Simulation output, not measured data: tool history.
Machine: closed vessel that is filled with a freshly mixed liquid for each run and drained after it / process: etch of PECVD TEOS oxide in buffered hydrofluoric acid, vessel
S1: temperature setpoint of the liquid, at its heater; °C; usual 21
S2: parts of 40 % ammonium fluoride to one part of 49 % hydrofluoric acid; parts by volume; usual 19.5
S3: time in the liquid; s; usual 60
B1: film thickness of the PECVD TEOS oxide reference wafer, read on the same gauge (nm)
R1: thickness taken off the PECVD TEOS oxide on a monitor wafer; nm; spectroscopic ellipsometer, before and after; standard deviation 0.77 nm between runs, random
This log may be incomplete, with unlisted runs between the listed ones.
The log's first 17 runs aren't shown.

run     day    S1    S2  S3     B1      R1
 18  39.212    17    15  60  89.99  107.67
     39.704  -- thermometer replaced
 19  42.075    24    13  40  90.01  122.42
 20  43.462  24.5    13  60  90.01   190.5
 21  45.588    25    22  45  89.99   89.35
 22  48.496    21  15.5  60  89.99  132.15
 23   53.85    17    15  60  90.02  109.46
 24    56.3    21  19.5  85  90.02  148.56
 25  58.421    23  19.5  50  89.98   97.57
 26  59.929    21  22.5  90  89.95  141.89
 27  67.729  25.5  19.5  60  90.01  136.25

Run 28, settings as shown, results not yet in. Your forecast:
 28  70.188  25  26.5  60   ?   ?

B1: 90
R1: 103.95 nm
If the tool had no hidden condition, the same run with the same run-to-run variation would have returned R1 103.95 nm.

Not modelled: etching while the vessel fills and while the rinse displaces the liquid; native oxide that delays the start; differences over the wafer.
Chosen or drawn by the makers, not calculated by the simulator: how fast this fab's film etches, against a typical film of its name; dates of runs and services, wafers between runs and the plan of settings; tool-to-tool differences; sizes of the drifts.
